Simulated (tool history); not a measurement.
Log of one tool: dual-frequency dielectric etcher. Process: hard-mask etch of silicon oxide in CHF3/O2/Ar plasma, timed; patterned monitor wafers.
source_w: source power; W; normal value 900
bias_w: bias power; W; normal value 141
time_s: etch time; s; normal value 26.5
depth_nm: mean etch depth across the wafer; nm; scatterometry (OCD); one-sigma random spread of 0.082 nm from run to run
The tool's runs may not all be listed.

run,hour,source_w,bias_w,time_s,"read-back reference wafer on the same gauge, depth_nm",depth_nm
1,0.0,900,141,22.5,54.4,46.1
2,17.0,900,141,22.5,54.4,46.1
3,42.7,1060,130,26.5,54.4,56.0
4,55.0,1060,130,26.5,54.4,55.9
5,80.7,1060,130,26.5,54.4,56.1
6,95.1,900,141,26.5,54.4,53.8
7,124.5,900,141,26.5,54.4,54.0
# hour 153.2: source power generator calibrated
# hour 163.1: wet clean of the chamber
# hour 178.8: upper electrode replaced
8,179.3,900,141,32.0,54.4,66.0
9,179.6,900,141,32.0,54.4,66.2

What does the tool deliver on the next run?
10,187.0,900,141,32.0,?,?

read-back reference wafer on the same gauge, depth_nm: 54.4
depth_nm: 65.9 nm
With no hidden state in the tool, this same run would have given depth_nm 66.0 nm.
